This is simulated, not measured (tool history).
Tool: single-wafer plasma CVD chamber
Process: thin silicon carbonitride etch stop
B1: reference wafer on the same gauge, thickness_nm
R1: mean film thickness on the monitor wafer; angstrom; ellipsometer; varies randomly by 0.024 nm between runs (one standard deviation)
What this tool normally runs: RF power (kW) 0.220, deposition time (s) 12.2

Run 1, hour 0.0: usual settings but RF power (kW) 0.190; B1 6.743. Result: R1 71.74 angstrom.
Run 2, hour 14.1: usual settings but RF power (kW) 0.190; B1 6.760. Result: R1 72.26 angstrom.
Run 3, hour 36.9: usual settings; B1 6.753. Result: R1 77.50 angstrom.
Run 4, hour 50.7: usual settings; B1 6.758. Result: R1 77.01 angstrom.
Run 5, hour 85.6: usual settings; B1 6.747. Result: R1 77.15 angstrom.
Run 6, hour 111.4: usual settings; B1 6.747. Result: R1 76.61 angstrom.
Run 7, hour 154.8: usual settings but RF power (kW) 0.235; B1 6.761. Result: R1 78.57 angstrom.
Run 8, hour 184.1: usual settings but RF power (kW) 0.235; B1 6.748. Result: R1 78.78 angstrom.
At hour 196.0: RF generator calibrated.
Run 9, hour 209.2: usual settings but RF power (kW) 0.250, deposition time (s) 10.7; B1 6.743. Result: R1 73.90 angstrom.
Run 10, hour 236.2: usual settings; B1 6.739. Result: R1 79.39 angstrom.
At hour 254.9: showerhead replaced.
Run 11, hour 255.4: usual settings but RF power (kW) 0.240, deposition time (s) 10.5; B1 6.753. Result: R1 71.22 angstrom.
At hour 290.8: gauge calibrated.
At hour 306.0: thermocouple changed; heater temperature recalibrated.
Run 12, hour 340.3: usual settings but RF power (kW) 0.235, deposition time (s) 10.5; B1 6.746. Result: R1 70.72 angstrom.
Run 13, hour 356.0: usual settings but RF power (kW) 0.250, deposition time (s) 13.6; B1 6.752. Result: R1 93.91 angstrom.
Run 14, hour 375.6: usual settings but RF power (kW) 0.195, deposition time (s) 13.7; B1 6.761. Result: R1 84.55 angstrom.
Run 15, hour 409.4: usual settings; B1 6.753. Result: R1 79.83 angstrom.
Run 16, hour 442.4: usual settings; B1 6.748. Result: R1 79.51 angstrom.
Run 17, hour 478.0: usual settings but RF power (kW) 0.255, deposition time (s) 12.9; B1 6.750. Result: R1 90.00 angstrom.

Branching from run 17: 3 alternative next runs. What would each branch give?
Run A, hour 478.4: usual settings; B1 ?. Result: R1 ?.
Run B, hour 478.4: usual settings but RF power (kW) 0.195; B1 ?. Result: R1 ?.
Run C, hour 478.4: usual settings but RF power (kW) 0.250, deposition time (s) 10.8; B1 ?. Result: R1 ?.

run     B1     R1
  A  6.745  79.64
  B  6.745  75.22
  C  6.745  74.62
The same runs, with their run-to-run variation unchanged, on a tool lacking any hidden condition would have given:
run     R1
  A  80.04
  B  75.59
  C  74.99
